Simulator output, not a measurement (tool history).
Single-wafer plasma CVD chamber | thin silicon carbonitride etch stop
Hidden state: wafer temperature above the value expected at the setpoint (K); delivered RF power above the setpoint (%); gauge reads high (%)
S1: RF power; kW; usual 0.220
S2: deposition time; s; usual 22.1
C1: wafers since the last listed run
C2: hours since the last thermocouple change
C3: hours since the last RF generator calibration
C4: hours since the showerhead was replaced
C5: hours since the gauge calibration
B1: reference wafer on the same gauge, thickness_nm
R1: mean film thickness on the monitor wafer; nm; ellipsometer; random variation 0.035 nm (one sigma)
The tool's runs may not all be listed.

run	day	S1	S2	C1	C2	C3	C4	C5	B1	R1
1	0.000	0.220	20.2	0	1320.1	593.6	3216.2	2029.1	12.705	11.238
2	4.104	0.220	20.2	2042	1418.6	692.1	3314.7	2127.6	12.697	11.231
3	5.712	0.190	22.1	800	1457.2	730.7	3353.3	2166.2	12.702	11.804
4	8.546	0.190	22.1	1410	1525.2	798.7	3421.3	2234.2	12.705	11.706
5	13.004	0.220	23.2	2219	1632.2	905.7	3528.3	2341.2	12.686	12.865
6	20.896	0.220	23.2	3928	1821.6	1095.1	3717.7	2530.6	12.702	12.847
7	24.829	0.220	20.4	1957	1916.0	1189.5	3812.1	2625.0	12.695	11.287
8	28.254	0.220	22.1	1704	1998.2	1271.7	3894.3	2707.2	12.700	12.186
9	29.992	0.220	22.1	864	2039.9	1313.4	3936.0	2748.9	12.693	12.212
10	34.288	0.220	22.1	2138	2143.0	1416.5	4039.1	2852.0	12.706	12.172
11	38.058	0.230	21.2	1877	2233.5	1507.0	4129.6	2942.5	12.711	11.788
12	41.346	0.230	21.2	1636	2312.4	1585.9	4208.5	3021.4	12.695	11.805
13	45.558	0.230	21.2	2096	2413.5	1687.0	4309.6	3122.5	12.694	11.729
14	47.967	0.210	22.1	1198	2471.3	1744.8	4367.4	3180.3	12.722	11.958
15	51.083	0.210	22.1	1551	2546.1	1819.6	4442.2	3255.1	12.704	11.918
# day 52.417: RF generator calibrated
16	53.362	0.210	22.1	968	2600.8	22.7	4496.9	3309.8	12.689	12.174
17	55.596	0.230	22.1	1111	2654.4	76.3	4550.5	3363.4	12.706	12.581
18	59.533	0.230	22.1	1960	2748.9	170.8	4645.0	3457.9	12.705	12.548
19	62.246	0.240	22.1	1350	2814.0	235.9	4710.1	3523.0	12.701	12.635
# day 64.375: thermocouple changed; heater temperature recalibrated
20	66.021	0.200	24.5	1713	39.5	326.5	4800.7	3613.6	12.690	13.377
21	68.833	0.235	25.1	1400	107.0	394.0	4868.2	3681.1	12.702	14.307
22	71.467	0.220	18.7	1310	170.2	457.2	4931.4	3744.3	12.707	10.480
# day 73.392: gauge calibrated
23	74.988	0.250	19.0	1752	254.7	541.7	5015.9	38.3	12.680	11.020
24	77.112	0.265	25.3	1057	305.7	592.7	5066.9	89.3	12.696	14.831
# day 80.038: showerhead replaced
25	81.262	0.220	20.6	1899	405.3	692.3	29.4	188.9	12.701	11.414
26	92.362	0.235	24.0	5525	671.7	958.7	295.8	455.3	12.704	13.487
27	96.229	0.220	22.1	1924	764.5	1051.5	388.6	548.1	12.696	12.187
28	100.567	0.210	22.1	2159	868.6	1155.6	492.7	652.2	12.697	12.078
29	103.817	0.260	20.2	1617	946.6	1233.6	570.7	730.2	12.703	11.779
30	106.521	0.235	24.9	1346	1011.5	1298.5	635.6	795.1	12.695	13.995
31	108.454	0.240	22.1	962	1057.9	1344.9	682.0	841.5	12.684	12.506
32	111.379	0.220	22.1	1456	1128.1	1415.1	752.2	911.7	12.691	12.149
33	114.979	0.220	24.7	1792	1214.5	1501.5	838.6	998.1	12.708	13.552
# day 116.075: RF generator calibrated
34	116.625	0.220	25.5	653	1254.0	13.2	878.1	1037.6	12.686	14.245
35	121.100	0.190	23.4	2227	1361.4	120.6	985.5	1145.0	12.703	12.475
36	122.608	0.220	22.1	750	1397.6	156.8	1021.7	1181.2	12.687	12.321

Hidden state at the last listed run before each entry between runs and at the first one after, where it differs:
Between runs 15 and 16: RF generator calibrated (day 52.417)
  delivered RF power above the setpoint (%): -9.06 -> -0.521
  measured less the result without the state, R1: -0.333 -> -0.019 nm
Between runs 19 and 20: thermocouple changed; heater temperature recalibrated (day 64.375)
  delivered RF power above the setpoint (%): -1.47 -> -1.88
  measured less the result without the state, R1: -0.054 -> -0.073 nm
Between runs 22 and 23: gauge calibrated (day 73.392)
  delivered RF power above the setpoint (%): -2.46 -> -2.83
  measured less the result without the state, R1: -0.076 -> -0.092 nm
Between runs 24 and 25: showerhead replaced (day 80.038)
  delivered RF power above the setpoint (%): -3.06 -> -3.51
  measured less the result without the state, R1: -0.134 -> -0.118 nm
Between runs 33 and 34: RF generator calibrated (day 116.075)
  delivered RF power above the setpoint (%): -7.11 -> -1.75
  measured less the result without the state, R1: -0.293 -> -0.073 nm
